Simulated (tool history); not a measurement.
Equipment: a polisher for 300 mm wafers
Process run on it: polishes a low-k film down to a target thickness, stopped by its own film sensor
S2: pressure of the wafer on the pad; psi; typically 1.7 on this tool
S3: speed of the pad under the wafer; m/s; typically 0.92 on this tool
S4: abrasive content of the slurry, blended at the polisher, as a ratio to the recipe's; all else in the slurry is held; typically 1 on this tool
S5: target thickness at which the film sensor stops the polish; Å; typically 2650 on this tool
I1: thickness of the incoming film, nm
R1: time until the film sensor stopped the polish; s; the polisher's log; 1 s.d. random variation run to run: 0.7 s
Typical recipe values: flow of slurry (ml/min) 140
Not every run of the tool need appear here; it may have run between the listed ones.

Run 1, hour 0: usual settings; I1 292.8. Result: R1 84.6 s.
Run 2, hour 16.5: usual settings; I1 292.2. Result: R1 83.1 s.
Run 3, hour 27.6: usual settings; I1 288. Result: R1 71 s.
Run 4, hour 37.7: usual settings; I1 288. Result: R1 70.1 s.
Run 5, hour 53.6: usual settings; I1 290.6. Result: R1 77.6 s.
At hour 69.2: worn pad replaced by a new one.
Run 6, hour 76.1: usual settings; I1 291.3. Result: R1 79.9 s.
At hour 86: conditioning disc replaced and pad reconditioned.
Run 7, hour 87.8: usual settings but S2 1.3 psi, S3 1.14 m/s; I1 289.1. Result: R1 74.8 s.
At hour 97.9: head pressure recalibrated.
Run 8, hour 99.9: usual settings but S2 2.1 psi, S3 1.04 m/s, S4 1.25; I1 289.3. Result: R1 55.3 s.
Run 9, hour 109.9: usual settings but flow of slurry (ml/min) 160, S3 0.76 m/s, S4 0.85; I1 287.2. Result: R1 86.9 s.
Run 10, hour 124.9: usual settings; I1 289.8. Result: R1 79.7 s.
Run 11, hour 133.8: usual settings but flow of slurry (ml/min) 180, S2 2 psi, S3 0.76 m/s, S5 2590 Å; I1 292.9. Result: R1 110.5 s.
Run 12, hour 151.3: usual settings but S3 0.8 m/s, S4 0.85; I1 293. Result: R1 109.5 s.
Run 13, hour 165.7: usual settings but S2 2.2 psi, S4 1.15; I1 289.8. Result: R1 62.8 s.
At hour 175.3: worn pad replaced by a new one.
Run 14, hour 175.8: usual settings but S3 1.1 m/s; I1 291.9. Result: R1 75.5 s.
Run 15, hour 181.8: usual settings but S5 2700 Å; I1 289.6. Result: R1 64.6 s.
At hour 185.1: conditioning disc replaced and pad reconditioned.
At hour 190.4: slurry nozzle cleaned.
Run 16, hour 197.4: usual settings but S3 1.02 m/s; I1 293.6. Result: R1 86.6 s.
Run 17, hour 205.2: usual settings; I1 289.7. Result: R1 80.5 s.
Run 18, hour 221.9: usual settings but flow of slurry (ml/min) 170, S2 1.4 psi, S4 0.8, S5 2600 Å; I1 287. Result: R1 109.4 s.
Run 19, hour 231.5: usual settings but flow of slurry (ml/min) 170, S2 1.4 psi, S4 0.8, S5 2600 Å; I1 289.2. Result: R1 119.9 s.
Run 20, hour 242.6: usual settings but flow of slurry (ml/min) 170, S2 1.4 psi, S4 0.8, S5 2600 Å; I1 289.3. Result: R1 120.9 s.
Run 21, hour 250.5: usual settings but S2 1.9 psi, S3 0.68 m/s, S4 0.9, S5 2720 Å; I1 286.7. Result: R1 58.7 s.
Run 22, hour 259.7: usual settings; I1 288.3. Result: R1 77.8 s.
At hour 264.7: worn pad replaced by a new one.
Run 23, hour 273.1: usual settings; I1 290. Result: R1 81.7 s.
At hour 279.2: conditioning disc replaced and pad reconditioned.
Run 24, hour 280.1: usual settings but S3 1.16 m/s, S4 1.15, S5 2730 Å; I1 286.3. Result: R1 34.2 s.

Consider 5 possible next runs. They are alternatives, not a sequence: every one starts from the tool as it was left by run 24. What does each give?
Run A, hour 280.6: usual settings; I1 290. Result: R1 ?.
Run B, hour 280.6: usual settings but flow of slurry (ml/min) 160, S4 1.15; I1 290. Result: R1 ?.
Run C, hour 280.6: usual settings but S5 2670 Å; I1 290. Result: R1 ?.
Run D, hour 280.6: usual settings but S4 0.9; I1 290. Result: R1 ?.
Run E, hour 280.6: usual settings but S3 1.08 m/s; I1 290. Result: R1 ?.

run    R1
  A  83.6
  B  77.4
  C  76.9
  D  87.6
  E  73.6
Stripped of hidden state, with their random variation kept, the same runs would have yielded:
run    R1
  A  79.7
  B  74.2
  C  73.4
  D  83.2
  E  70.2
